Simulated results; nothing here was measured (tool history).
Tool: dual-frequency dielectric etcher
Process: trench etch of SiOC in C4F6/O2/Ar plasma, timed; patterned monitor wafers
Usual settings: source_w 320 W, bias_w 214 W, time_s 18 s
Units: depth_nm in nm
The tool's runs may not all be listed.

run   hour  source_w  bias_w  time_s  wafers since the last listed run  hours since the last wet clean  hours since the last source power generator calibration  hours since the last bias power generator calibration  hours since the last upper electrode change  hours since the gauge calibration  read-back reference wafer on the same gauge, depth_nm  depth_nm
  1      0       320     214      18                                 0                           269.1                                                   3776.9                                                 4257.1                                       5447.4                              140.3                                                  43.97     39.41
  2   33.1       320     214      18                               316                           302.2                                                     3810                                                 4290.2                                       5480.5                              173.4                                                  43.77      39.4
  3   49.6       320     214      18                               157                           318.7                                                   3826.5                                                 4306.7                                         5497                              189.9                                                  43.84      39.2
  4   62.7       320     214      18                               125                           331.8                                                   3839.6                                                 4319.8                                       5510.1                                203                                                  43.63     39.25
  5   85.9       320     214      18                               221                             355                                                   3862.8                                                   4343                                       5533.3                              226.2                                                  43.81     39.15
  6  101.9       320     214      18                               152                             371                                                   3878.8                                                   4359                                       5549.3                              242.2                                                  43.76      39.6
  7  132.8       300     214      18                               295                           401.9                                                   3909.7                                                 4389.9                                       5580.2                              273.1                                                  43.66     38.97
  8  156.3       300     249      15                               224                           425.4                                                   3933.2                                                 4413.4                                       5603.7                              296.6                                                   43.9     33.78
     230.2  -- gauge calibrated
  9  241.6       300     214      18                               815                           510.7                                                   4018.5                                                 4498.7                                         5689                               11.4                                                  43.76     39.42
     279.5  -- source power generator calibrated
     283.7  -- bias power generator calibrated
     284.1  -- upper electrode replaced
     300.6  -- wet clean of the chamber
 10  301.1       270     181      18                               331                             0.5                                                     21.6                                                   17.4                                           17                               70.9                                                  43.67      35.2
 11  307.8       320     214      18                                64                             7.2                                                     28.3                                                   24.1                                         23.7                               77.6                                                  43.95     38.99
 12  335.9       340     214      18                               268                            35.3                                                     56.4                                                   52.2                                         51.8                              105.7                                                  43.74     39.61
 13  354.1       320     240    23.5                               173                            53.5                                                     74.6                                                   70.4                                           70                              123.9                                                  43.88     52.19
 14    383       320     214    19.5                               276                            82.4                                                    103.5                                                   99.3                                         98.9                              152.8                                                  43.85     42.52

Forecast each of these 4 alternatives for the next run:
  A  383.4       370     214      18                                 3                            82.8                                                    103.9                                                   99.7                                         99.3                              153.2                                                      ?         ?
  B  383.4       240     214      18                                 3                            82.8                                                    103.9                                                   99.7                                         99.3                              153.2                                                      ?         ?
  C  383.4       280     214      18                                 3                            82.8                                                    103.9                                                   99.7                                         99.3                              153.2                                                      ?         ?
  D  383.4       350     242      23                                 3                            82.8                                                    103.9                                                   99.7                                         99.3                              153.2                                                      ?         ?

run  read-back reference wafer on the same gauge, depth_nm  depth_nm
  A                                                  43.72     40.33
  B                                                  43.72     35.81
  C                                                  43.72     37.29
  D                                                  43.72     52.44
Without the tool's hidden state the same runs would have given:
run  depth_nm
  A     39.67
  B     35.23
  C     36.69
  D     51.58

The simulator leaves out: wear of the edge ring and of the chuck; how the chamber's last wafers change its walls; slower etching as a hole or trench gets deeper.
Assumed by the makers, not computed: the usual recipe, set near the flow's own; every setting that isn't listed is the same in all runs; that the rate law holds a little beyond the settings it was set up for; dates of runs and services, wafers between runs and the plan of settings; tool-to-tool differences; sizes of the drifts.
